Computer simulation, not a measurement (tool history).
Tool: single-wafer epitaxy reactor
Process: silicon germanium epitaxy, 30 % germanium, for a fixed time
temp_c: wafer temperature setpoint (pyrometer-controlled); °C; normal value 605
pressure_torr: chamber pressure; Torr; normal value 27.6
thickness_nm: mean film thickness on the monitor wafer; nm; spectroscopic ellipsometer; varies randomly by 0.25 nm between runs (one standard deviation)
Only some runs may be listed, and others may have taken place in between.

| run | day | temp_c | pressure_torr | wafers since the last listed run | hours since the last pyrometer calibration | hours since the last manometer calibration | hours since the showerhead was replaced | hours since the gauge calibration | read-back reference wafer on the same gauge, thickness_nm | thickness_nm |
|---|---|---|---|---|---|---|---|---|---|---|
| 1 | 0.000 | 605 | 27.6 | 0 | 2369.8 | 774.1 | 3426.0 | 454.8 | 73.682 | 72.828 |
| 2 | 0.400 | 605 | 27.6 | 128 | 2379.4 | 783.7 | 3435.6 | 464.4 | 73.739 | 72.729 |
| 3 | 0.783 | 611 | 25.0 | 122 | 2388.6 | 792.9 | 3444.8 | 473.6 | 73.693 | 77.047 |
| 4 | 1.458 | 605 | 27.6 | 216 | 2404.8 | 809.1 | 3461.0 | 489.8 | 73.762 | 72.882 |
| 5 | 1.829 | 605 | 27.6 | 118 | 2413.7 | 818.0 | 3469.9 | 498.7 | 73.578 | 72.828 |
| 6 | 2.546 | 605 | 27.6 | 229 | 2430.9 | 835.2 | 3487.1 | 515.9 | 73.725 | 72.747 |
|  | 3.421 | pyrometer calibrated |
| 7 | 4.333 | 605 | 27.6 | 466 | 21.9 | 878.1 | 3530.0 | 558.8 | 73.756 | 73.009 |
| 8 | 4.642 | 605 | 27.6 | 98 | 29.3 | 885.5 | 3537.4 | 566.2 | 73.680 | 72.961 |
| 9 | 4.971 | 605 | 30.8 | 105 | 37.2 | 893.4 | 3545.3 | 574.1 | 73.704 | 76.135 |
| 10 | 5.700 | 605 | 30.8 | 233 | 54.7 | 910.9 | 3562.8 | 591.6 | 73.685 | 76.402 |
| 11 | 6.433 | 594 | 31.7 | 235 | 72.3 | 928.5 | 3580.4 | 609.2 | 73.741 | 64.741 |
|  | 6.875 | capacitance manometer re-zeroed and calibrated |
| 12 | 6.925 | 605 | 27.6 | 50 | 84.1 | 1.2 | 3592.2 | 621.0 | 73.742 | 71.505 |
| 13 | 7.179 | 605 | 27.6 | 81 | 90.2 | 7.3 | 3598.3 | 627.1 | 73.770 | 71.327 |
| 14 | 7.688 | 605 | 27.6 | 162 | 102.4 | 19.5 | 3610.5 | 639.3 | 73.641 | 71.058 |
|  | 7.708 | gauge calibrated |
| 15 | 8.375 | 610 | 33.6 | 220 | 118.9 | 36.0 | 3627.0 | 16.0 | 73.726 | 83.173 |
| 16 | 8.788 | 609 | 24.2 | 132 | 128.8 | 45.9 | 3636.9 | 25.9 | 73.670 | 71.896 |
| 17 | 9.342 | 613 | 32.2 | 177 | 142.1 | 59.2 | 3650.2 | 39.2 | 73.761 | 85.944 |
| 18 | 9.867 | 605 | 27.6 | 168 | 154.7 | 71.8 | 3662.8 | 51.8 | 73.749 | 71.385 |
| 19 | 10.138 | 605 | 27.6 | 86 | 161.2 | 78.3 | 3669.3 | 58.3 | 73.679 | 71.253 |
| 20 | 10.888 | 593 | 33.1 | 240 | 179.2 | 96.3 | 3687.3 | 76.3 | 73.735 | 62.539 |
|  | 11.238 | showerhead replaced, of another model than before |
| 21 | 11.558 | 613 | 24.0 | 108 | 195.3 | 112.4 | 7.7 | 92.4 | 73.643 | 77.972 |
| 22 | 12.092 | 610 | 30.4 | 170 | 208.1 | 125.2 | 20.5 | 105.2 | 73.702 | 79.580 |
| 23 | 12.638 | 605 | 29.7 | 174 | 221.2 | 138.3 | 33.6 | 118.3 | 73.697 | 73.248 |

The next listed run, before its measurement:
| 24 | 13.162 | 612 | 33.5 | 168 | 233.8 | 150.9 | 46.2 | 130.9 | ? | ? |

Run 24 measured read-back reference wafer on the same gauge, thickness_nm 73.668, thickness_nm 84.490 nm.
Minus the tool's unlogged condition, the same run would have read thickness_nm 84.629 nm.
